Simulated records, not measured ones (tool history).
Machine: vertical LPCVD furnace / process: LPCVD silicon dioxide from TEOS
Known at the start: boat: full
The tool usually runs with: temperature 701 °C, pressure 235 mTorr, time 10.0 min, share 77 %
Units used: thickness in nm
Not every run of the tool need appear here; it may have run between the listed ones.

| run | hour | temperature | pressure | time | share | wafers since the last listed run | hours since the last temperature calibration | hours since the pressure gauge was zeroed | hours since the TEOS flow controller was replaced | hours since the gauge calibration | read-back reference wafer on the same gauge, thickness | thickness |
|---|---|---|---|---|---|---|---|---|---|---|---|---|
| 1 | 0.0 | 708 | 235 | 10.0 | 73 | 0 | 1325.4 | 1926.3 | 3572.4 | 2173.1 | 59.48 | 81.27 |
| 2 | 42.3 | 701 | 235 | 10.0 | 77 | 816 | 1367.7 | 1968.6 | 3614.7 | 2215.4 | 59.47 | 70.89 |
| 3 | 68.7 | 701 | 235 | 10.0 | 77 | 509 | 1394.1 | 1995.0 | 3641.1 | 2241.8 | 59.53 | 70.67 |
| 4 | 110.0 | 701 | 235 | 10.0 | 77 | 797 | 1435.4 | 2036.3 | 3682.4 | 2283.1 | 59.57 | 71.13 |
| 5 | 137.0 | 701 | 235 | 10.0 | 77 | 521 | 1462.4 | 2063.3 | 3709.4 | 2310.1 | 59.35 | 70.50 |
|  | 174.0 | pressure gauge zeroed |
| 6 | 208.9 | 701 | 235 | 10.0 | 77 | 924 | 1534.3 | 34.9 | 3781.3 | 2382.0 | 59.54 | 69.77 |
|  | 301.4 | thermocouples replaced and temperature profile calibrated |
| 7 | 301.9 | 701 | 235 | 10.0 | 77 | 1332 | 0.5 | 127.9 | 3874.3 | 2475.0 | 59.49 | 69.77 |
| 8 | 335.6 | 701 | 270 | 10.0 | 77 | 650 | 34.2 | 161.6 | 3908.0 | 2508.7 | 59.50 | 74.72 |
| 9 | 404.5 | 701 | 270 | 10.0 | 77 | 1330 | 103.1 | 230.5 | 3976.9 | 2577.6 | 59.50 | 74.65 |
| 10 | 436.6 | 701 | 235 | 10.0 | 77 | 619 | 135.2 | 262.6 | 4009.0 | 2609.7 | 59.48 | 69.35 |
| 11 | 502.2 | 696 | 235 | 13.0 | 77 | 1266 | 200.8 | 328.2 | 4074.6 | 2675.3 | 59.43 | 80.52 |
|  | 547.4 | TEOS flow controller replaced |
| 12 | 557.0 | 701 | 235 | 10.0 | 77 | 594 | 255.6 | 383.0 | 9.6 | 2730.1 | 59.58 | 70.06 |
|  | 688.0 | gauge calibrated |
| 13 | 701.8 | 710 | 280 | 10.0 | 77 | 2795 | 400.4 | 527.8 | 154.4 | 13.8 | 59.56 | 93.33 |
| 14 | 762.7 | 690 | 235 | 10.0 | 77 | 1175 | 461.3 | 588.7 | 215.3 | 74.7 | 59.55 | 54.21 |
| 15 | 809.8 | 701 | 235 | 6.0 | 77 | 909 | 508.4 | 635.8 | 262.4 | 121.8 | 59.54 | 42.00 |
| 16 | 881.0 | 701 | 235 | 13.0 | 77 | 1374 | 579.6 | 707.0 | 333.6 | 193.0 | 59.52 | 91.05 |
| 17 | 947.9 | 701 | 235 | 10.0 | 73 | 1291 | 646.5 | 773.9 | 400.5 | 259.9 | 59.62 | 68.02 |
| 18 | 988.0 | 689 | 235 | 13.5 | 77 | 774 | 686.6 | 814.0 | 440.6 | 300.0 | 59.51 | 70.73 |
| 19 | 1022.0 | 701 | 235 | 10.0 | 84 | 656 | 720.6 | 848.0 | 474.6 | 334.0 | 59.55 | 73.35 |
| 20 | 1082.0 | 701 | 235 | 10.0 | 77 | 1158 | 780.6 | 908.0 | 534.6 | 394.0 | 59.52 | 70.05 |
| 21 | 1132.4 | 704 | 235 | 10.0 | 77 | 973 | 831.0 | 958.4 | 585.0 | 444.4 | 59.54 | 75.28 |
| 22 | 1182.2 | 701 | 235 | 10.0 | 77 | 961 | 880.8 | 1008.2 | 634.8 | 494.2 | 59.54 | 70.00 |
| 23 | 1208.5 | 701 | 235 | 9.0 | 84 | 507 | 907.1 | 1034.5 | 661.1 | 520.5 | 59.50 | 65.85 |
| 24 | 1267.8 | 701 | 220 | 11.5 | 77 | 1144 | 966.4 | 1093.8 | 720.4 | 579.8 | 59.51 | 78.11 |
| 25 | 1316.7 | 701 | 235 | 10.0 | 77 | 944 | 1015.3 | 1142.7 | 769.3 | 628.7 | 59.52 | 69.89 |
| 26 | 1369.9 | 713 | 275 | 6.5 | 86 | 1027 | 1068.5 | 1195.9 | 822.5 | 681.9 | 59.63 | 68.22 |
| 27 | 1394.3 | 693 | 235 | 10.0 | 86 | 471 | 1092.9 | 1220.3 | 846.9 | 706.3 | 59.45 | 61.56 |
| 28 | 1439.2 | 690 | 235 | 14.0 | 77 | 866 | 1137.8 | 1265.2 | 891.8 | 751.2 | 59.52 | 75.77 |
| 29 | 1505.0 | 696 | 210 | 10.0 | 77 | 1270 | 1203.6 | 1331.0 | 957.6 | 817.0 | 59.46 | 59.39 |
| 30 | 1550.4 | 712 | 235 | 11.0 | 77 | 876 | 1249.0 | 1376.4 | 1003.0 | 862.4 | 59.46 | 99.53 |
| 31 | 1611.1 | 706 | 260 | 14.0 | 77 | 1171 | 1309.7 | 1437.1 | 1063.7 | 923.1 | 59.54 | 116.59 |
| 32 | 1664.1 | 701 | 235 | 10.0 | 77 | 1023 | 1362.7 | 1490.1 | 1116.7 | 976.1 | 59.51 | 70.15 |

For each run, what was the tool's unlogged condition?
true tube temperature minus thermocouple reading, K: 0 on each run
deviation of the TEOS flow from its setpoint, %: 0 on each run
gauge reads high (%): 0 on each run
H1: true pressure minus gauge reading, mTorr
| run | H1 |
|---|---|
| 1 | 7.57 |
| 2 | 7.89 |
| 3 | 8.1 |
| 4 | 8.43 |
| 5 | 8.65 |
| 6 | -0.0559 |
| 7 | -0.026 |
| 8 | -0.00679 |
| 9 | 0.0465 |
| 10 | 0.0777 |
| 11 | 0.154 |
| 12 | 0.231 |
| 13 | 0.491 |
| 14 | 0.625 |
| 15 | 0.739 |
| 16 | 0.927 |
| 17 | 1.12 |
| 18 | 1.25 |
| 19 | 1.36 |
| 20 | 1.57 |
| 21 | 1.75 |
| 22 | 1.95 |
| 23 | 2.05 |
| 24 | 2.3 |
| 25 | 2.52 |
| 26 | 2.76 |
| 27 | 2.88 |
| 28 | 3.1 |
| 29 | 3.43 |
| 30 | 3.68 |
| 31 | 4.01 |
| 32 | 4.32 |
